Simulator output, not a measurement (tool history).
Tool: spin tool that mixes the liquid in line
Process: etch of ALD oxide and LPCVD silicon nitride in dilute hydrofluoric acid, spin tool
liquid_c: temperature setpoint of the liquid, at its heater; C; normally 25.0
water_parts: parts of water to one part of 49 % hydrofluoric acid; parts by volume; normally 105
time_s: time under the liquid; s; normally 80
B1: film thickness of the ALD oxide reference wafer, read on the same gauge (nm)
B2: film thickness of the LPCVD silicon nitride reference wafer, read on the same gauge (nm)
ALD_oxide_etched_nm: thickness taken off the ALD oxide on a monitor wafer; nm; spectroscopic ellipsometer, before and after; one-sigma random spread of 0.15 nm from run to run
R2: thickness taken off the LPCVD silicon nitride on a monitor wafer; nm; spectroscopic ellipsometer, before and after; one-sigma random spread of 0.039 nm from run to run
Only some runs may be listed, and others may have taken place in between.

{"run": 1, "day": 0.0, "liquid_c": 25.0, "water_parts": 125, "time_s": 80, "B1": 29.99, "B2": 89.987, "ALD_oxide_etched_nm": 13.05, "R2": 0.309}
{"run": 2, "day": 1.554, "liquid_c": 25.0, "water_parts": 120, "time_s": 80, "B1": 30.02, "B2": 90.016, "ALD_oxide_etched_nm": 13.4, "R2": 0.391}
{"run": 3, "day": 4.096, "liquid_c": 25.0, "water_parts": 120, "time_s": 80, "B1": 30.01, "B2": 89.986, "ALD_oxide_etched_nm": 13.36, "R2": 0.375}
{"run": 4, "day": 6.804, "liquid_c": 25.0, "water_parts": 105, "time_s": 80, "B1": 30.03, "B2": 90.011, "ALD_oxide_etched_nm": 15.74, "R2": 0.407}
{"run": 5, "day": 9.625, "liquid_c": 25.0, "water_parts": 105, "time_s": 105, "B1": 29.99, "B2": 89.929, "ALD_oxide_etched_nm": 20.29, "R2": 0.615}
{"run": 6, "day": 15.383, "liquid_c": 25.0, "water_parts": 105, "time_s": 105, "B1": 29.99, "B2": 89.981, "ALD_oxide_etched_nm": 20.44, "R2": 0.578}
{"run": 7, "day": 18.85, "liquid_c": 26.5, "water_parts": 105, "time_s": 45, "B1": 29.98, "B2": 90.01, "ALD_oxide_etched_nm": 9.18, "R2": 0.26}
{"run": 8, "day": 20.704, "liquid_c": 25.0, "water_parts": 105, "time_s": 80, "B1": 30.03, "B2": 90.025, "ALD_oxide_etched_nm": 15.18, "R2": 0.432}
{"run": 9, "day": 23.108, "liquid_c": 25.0, "water_parts": 105, "time_s": 80, "B1": 30.0, "B2": 89.949, "ALD_oxide_etched_nm": 15.29, "R2": 0.427}
{"run": 10, "day": 25.004, "liquid_c": 25.0, "water_parts": 105, "time_s": 80, "B1": 30.0, "B2": 90.035, "ALD_oxide_etched_nm": 15.36, "R2": 0.457}
{"run": 11, "day": 27.554, "liquid_c": 25.0, "water_parts": 105, "time_s": 55, "B1": 30.01, "B2": 89.949, "ALD_oxide_etched_nm": 10.52, "R2": 0.264}
{"day": 30.221, "done": "hydrofluoric acid flow meter replaced"}
{"run": 12, "day": 31.054, "liquid_c": 25.0, "water_parts": 105, "time_s": 55, "B1": 30.01, "B2": 89.989, "ALD_oxide_etched_nm": 9.47, "R2": 0.269}
{"day": 34.988, "done": "gauge calibrated"}
{"run": 13, "day": 35.338, "liquid_c": 25.0, "water_parts": 150, "time_s": 80, "B1": 29.98, "B2": 90.023, "ALD_oxide_etched_nm": 9.06, "R2": 0.298}
{"run": 14, "day": 38.492, "liquid_c": 25.0, "water_parts": 105, "time_s": 80, "B1": 30.0, "B2": 89.937, "ALD_oxide_etched_nm": 13.88, "R2": 0.44}
{"run": 15, "day": 40.492, "liquid_c": 22.5, "water_parts": 70, "time_s": 35, "B1": 29.98, "B2": 89.979, "ALD_oxide_etched_nm": 8.44, "R2": 0.227}
{"day": 40.992, "done": "hydrofluoric acid flow meter replaced, repeated, since the last time left the tool worse"}
{"run": 16, "day": 43.867, "liquid_c": 25.0, "water_parts": 105, "time_s": 80, "B1": 30.0, "B2": 90.013, "ALD_oxide_etched_nm": 16.41, "R2": 0.464}
{"run": 17, "day": 47.967, "liquid_c": 21.5, "water_parts": 135, "time_s": 100, "B1": 29.99, "B2": 90.001, "ALD_oxide_etched_nm": 13.34, "R2": 0.298}
{"run": 18, "day": 49.983, "liquid_c": 25.0, "water_parts": 105, "time_s": 80, "B1": 29.98, "B2": 90.003, "ALD_oxide_etched_nm": 16.11, "R2": 0.407}
{"day": 51.079, "done": "thermometer replaced"}
{"run": 19, "day": 53.433, "liquid_c": 25.0, "water_parts": 75, "time_s": 45, "B1": 29.98, "B2": 89.99, "ALD_oxide_etched_nm": 13.24, "R2": 0.331}
{"run": 20, "day": 55.846, "liquid_c": 29.5, "water_parts": 135, "time_s": 35, "B1": 30.01, "B2": 90.002, "ALD_oxide_etched_nm": 6.13, "R2": 0.203}
{"run": 21, "day": 59.15, "liquid_c": 22.0, "water_parts": 60, "time_s": 80, "B1": 30.01, "B2": 89.994, "ALD_oxide_etched_nm": 26.54, "R2": 0.566}
{"run": 22, "day": 63.621, "liquid_c": 25.0, "water_parts": 105, "time_s": 80, "B1": 29.99, "B2": 90.008, "ALD_oxide_etched_nm": 15.71, "R2": 0.467}
{"run": 23, "day": 66.012, "liquid_c": 25.0, "water_parts": 105, "time_s": 80, "B1": 30.01, "B2": 89.947, "ALD_oxide_etched_nm": 15.96, "R2": 0.43}
{"run": 24, "day": 69.404, "liquid_c": 27.0, "water_parts": 105, "time_s": 40, "B1": 30.01, "B2": 89.956, "ALD_oxide_etched_nm": 8.56, "R2": 0.22}
{"run": 25, "day": 72.788, "liquid_c": 23.5, "water_parts": 85, "time_s": 80, "B1": 30.02, "B2": 90.003, "ALD_oxide_etched_nm": 18.76, "R2": 0.454}
{"run": 26, "day": 75.442, "liquid_c": 29.0, "water_parts": 105, "time_s": 65, "B1": 30.0, "B2": 89.986, "ALD_oxide_etched_nm": 14.91, "R2": 0.464}

4 options for the next run, each taken on its own from the tool as it stands now. Forecast them:
{"run": "A", "day": 75.458, "liquid_c": 22.5, "water_parts": 105, "time_s": 80, "B1": "?", "B2": "?", "ALD_oxide_etched_nm": "?", "R2": "?"}
{"run": "B", "day": 75.458, "liquid_c": 23.0, "water_parts": 105, "time_s": 80, "B1": "?", "B2": "?", "ALD_oxide_etched_nm": "?", "R2": "?"}
{"run": "C", "day": 75.458, "liquid_c": 20.0, "water_parts": 60, "time_s": 115, "B1": "?", "B2": "?", "ALD_oxide_etched_nm": "?", "R2": "?"}
{"run": "D", "day": 75.458, "liquid_c": 22.5, "water_parts": 75, "time_s": 60, "B1": "?", "B2": "?", "ALD_oxide_etched_nm": "?", "R2": "?"}

run=A B1=30.01 B2=89.992 ALD_oxide_etched_nm=14.28 R2=0.390
run=B B1=30.01 B2=89.992 ALD_oxide_etched_nm=14.57 R2=0.403
run=C B1=30.01 B2=89.992 ALD_oxide_etched_nm=34.29 R2=0.818
run=D B1=30.01 B2=89.992 ALD_oxide_etched_nm=15.57 R2=0.407
Had the tool no hidden state, the same runs would have come out as:
run=A ALD_oxide_etched_nm=15.10 R2=0.410
run=B ALD_oxide_etched_nm=15.41 R2=0.423
run=C ALD_oxide_etched_nm=36.16 R2=0.859
run=D ALD_oxide_etched_nm=16.44 R2=0.427

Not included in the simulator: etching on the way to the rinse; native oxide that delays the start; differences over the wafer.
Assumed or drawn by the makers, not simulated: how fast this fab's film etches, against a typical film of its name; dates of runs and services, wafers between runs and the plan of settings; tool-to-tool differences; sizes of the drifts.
